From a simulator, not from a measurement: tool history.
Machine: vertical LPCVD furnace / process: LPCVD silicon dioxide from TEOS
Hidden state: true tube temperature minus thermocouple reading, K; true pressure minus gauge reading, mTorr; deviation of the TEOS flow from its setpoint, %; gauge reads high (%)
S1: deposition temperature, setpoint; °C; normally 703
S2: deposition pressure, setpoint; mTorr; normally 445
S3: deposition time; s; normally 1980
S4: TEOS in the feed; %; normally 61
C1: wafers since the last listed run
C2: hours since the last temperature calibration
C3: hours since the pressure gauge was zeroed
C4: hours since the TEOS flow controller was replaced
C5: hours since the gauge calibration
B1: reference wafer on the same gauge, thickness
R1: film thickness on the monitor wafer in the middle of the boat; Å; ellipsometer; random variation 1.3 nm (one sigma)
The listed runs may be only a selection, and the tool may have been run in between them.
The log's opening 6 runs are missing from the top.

run 7 hour=185.6 | S1=703 S2=445 S3=2310 S4=61 | C1=242 C2=3837.6 C3=56 C4=6072 C5=128.8 | B1=318.92 | R1=3902.3
run 8 hour=219.6 | S1=703 S2=445 S3=2310 S4=61 | C1=584 C2=3871.6 C3=90 C4=6106 C5=162.8 | B1=319.15 | R1=3892.7
run 9 hour=239.9 | S1=703 S2=445 S3=2310 S4=61 | C1=349 C2=3891.9 C3=110.3 C4=6126.3 C5=183.1 | B1=318.79 | R1=3876.2
run 10 hour=253.1 | S1=703 S2=445 S3=1980 S4=61 | C1=227 C2=3905.1 C3=123.5 C4=6139.5 C5=196.3 | B1=319.17 | R1=3341.4
-- hour=288.5 thermocouples replaced and temperature profile calibrated
run 11 hour=289 | S1=703 S2=445 S3=2550 S4=61 | C1=204 C2=0.5 C3=159.4 C4=6175.4 C5=232.2 | B1=319.31 | R1=4264.7
run 12 hour=316.1 | S1=694 S2=410 S3=1980 S4=61 | C1=466 C2=27.6 C3=186.5 C4=6202.5 C5=259.3 | B1=318.83 | R1=2567.5
run 13 hour=347.1 | S1=703 S2=445 S3=2550 S4=61 | C1=533 C2=58.6 C3=217.5 C4=6233.5 C5=290.3 | B1=318.68 | R1=4273.1
run 14 hour=371.4 | S1=696 S2=385 S3=1980 S4=61 | C1=417 C2=82.9 C3=241.8 C4=6257.8 C5=314.6 | B1=319.05 | R1=2615.2
run 15 hour=399.4 | S1=694 S2=525 S3=1980 S4=51 | C1=481 C2=110.9 C3=269.8 C4=6285.8 C5=342.6 | B1=319.1 | R1=2663
run 16 hour=430.7 | S1=703 S2=445 S3=2760 S4=61 | C1=538 C2=142.2 C3=301.1 C4=6317.1 C5=373.9 | B1=319.35 | R1=4651.2
-- hour=461.1 TEOS flow controller replaced
run 17 hour=461.6 | S1=703 S2=445 S3=1590 S4=61 | C1=118 C2=173.1 C3=332 C4=0.5 C5=404.8 | B1=319.18 | R1=2667.1
run 18 hour=466.1 | S1=703 S2=445 S3=1980 S4=61 | C1=77 C2=177.6 C3=336.5 C4=5 C5=409.3 | B1=318.81 | R1=3294.4
run 19 hour=489.9 | S1=703 S2=445 S3=1980 S4=61 | C1=409 C2=201.4 C3=360.3 C4=28.8 C5=433.1 | B1=319.24 | R1=3316.9
run 20 hour=573.4 | S1=703 S2=445 S3=1980 S4=61 | C1=1435 C2=284.9 C3=443.8 C4=112.3 C5=516.6 | B1=318.99 | R1=3310.6
run 21 hour=603.1 | S1=703 S2=445 S3=1980 S4=51 | C1=510 C2=314.6 C3=473.5 C4=142 C5=546.3 | B1=319.22 | R1=3024.9
run 22 hour=627.9 | S1=703 S2=445 S3=1980 S4=61 | C1=426 C2=339.4 C3=498.3 C4=166.8 C5=571.1 | B1=319.13 | R1=3318.8
run 23 hour=642.8 | S1=703 S2=445 S3=1980 S4=61 | C1=256 C2=354.3 C3=513.2 C4=181.7 C5=586 | B1=319.22 | R1=3302.5
run 24 hour=669.5 | S1=711 S2=350 S3=1380 S4=71 | C1=459 C2=381 C3=539.9 C4=208.4 C5=612.7 | B1=318.9 | R1=2637.6
-- hour=685.6 gauge calibrated
run 25 hour=700.4 | S1=703 S2=380 S3=2670 S4=69 | C1=531 C2=411.9 C3=570.8 C4=239.3 C5=14.8 | B1=318.93 | R1=4374.6
run 26 hour=725 | S1=703 S2=445 S3=1980 S4=67 | C1=423 C2=436.5 C3=595.4 C4=263.9 C5=39.4 | B1=318.85 | R1=3453.4
run 27 hour=742.1 | S1=703 S2=445 S3=1980 S4=61 | C1=294 C2=453.6 C3=612.5 C4=281 C5=56.5 | B1=319 | R1=3290.3
run 28 hour=766.9 | S1=703 S2=445 S3=1320 S4=61 | C1=426 C2=478.4 C3=637.3 C4=305.8 C5=81.3 | B1=319.16 | R1=2207.6
run 29 hour=781.4 | S1=703 S2=370 S3=1980 S4=54 | C1=249 C2=492.9 C3=651.8 C4=320.3 C5=95.8 | B1=318.92 | R1=2819.1
run 30 hour=797.7 | S1=703 S2=445 S3=1980 S4=61 | C1=280 C2=509.2 C3=668.1 C4=336.6 C5=112.1 | B1=319.2 | R1=3289.2

Each row is a separate what-if for the run after 30, all from the same tool condition, not one after another. Results?
run A hour=802.3 | S1=697 S2=445 S3=1980 S4=61 | C1=79 C2=513.8 C3=672.7 C4=341.2 C5=116.7 | B1=? | R1=?
run B hour=802.3 | S1=697 S2=495 S3=1980 S4=66 | C1=79 C2=513.8 C3=672.7 C4=341.2 C5=116.7 | B1=? | R1=?
run C hour=802.3 | S1=703 S2=525 S3=1980 S4=61 | C1=79 C2=513.8 C3=672.7 C4=341.2 C5=116.7 | B1=? | R1=?
run D hour=802.3 | S1=692 S2=415 S3=1980 S4=61 | C1=79 C2=513.8 C3=672.7 C4=341.2 C5=116.7 | B1=? | R1=?
run E hour=802.3 | S1=703 S2=535 S3=2490 S4=67 | C1=79 C2=513.8 C3=672.7 C4=341.2 C5=116.7 | B1=? | R1=?

run=A B1=319.25 R1=2867.5
run=B B1=319.25 R1=3150.2
run=C B1=319.25 R1=3588.5
run=D B1=319.25 R1=2459.4
run=E B1=319.25 R1=4775.4
Stripped of hidden state, with their random variation kept, the same runs would have yielded:
run=A R1=2906.4
run=B R1=3188.5
run=C R1=3629.6
run=D R1=2495.2
run=E R1=4829.1
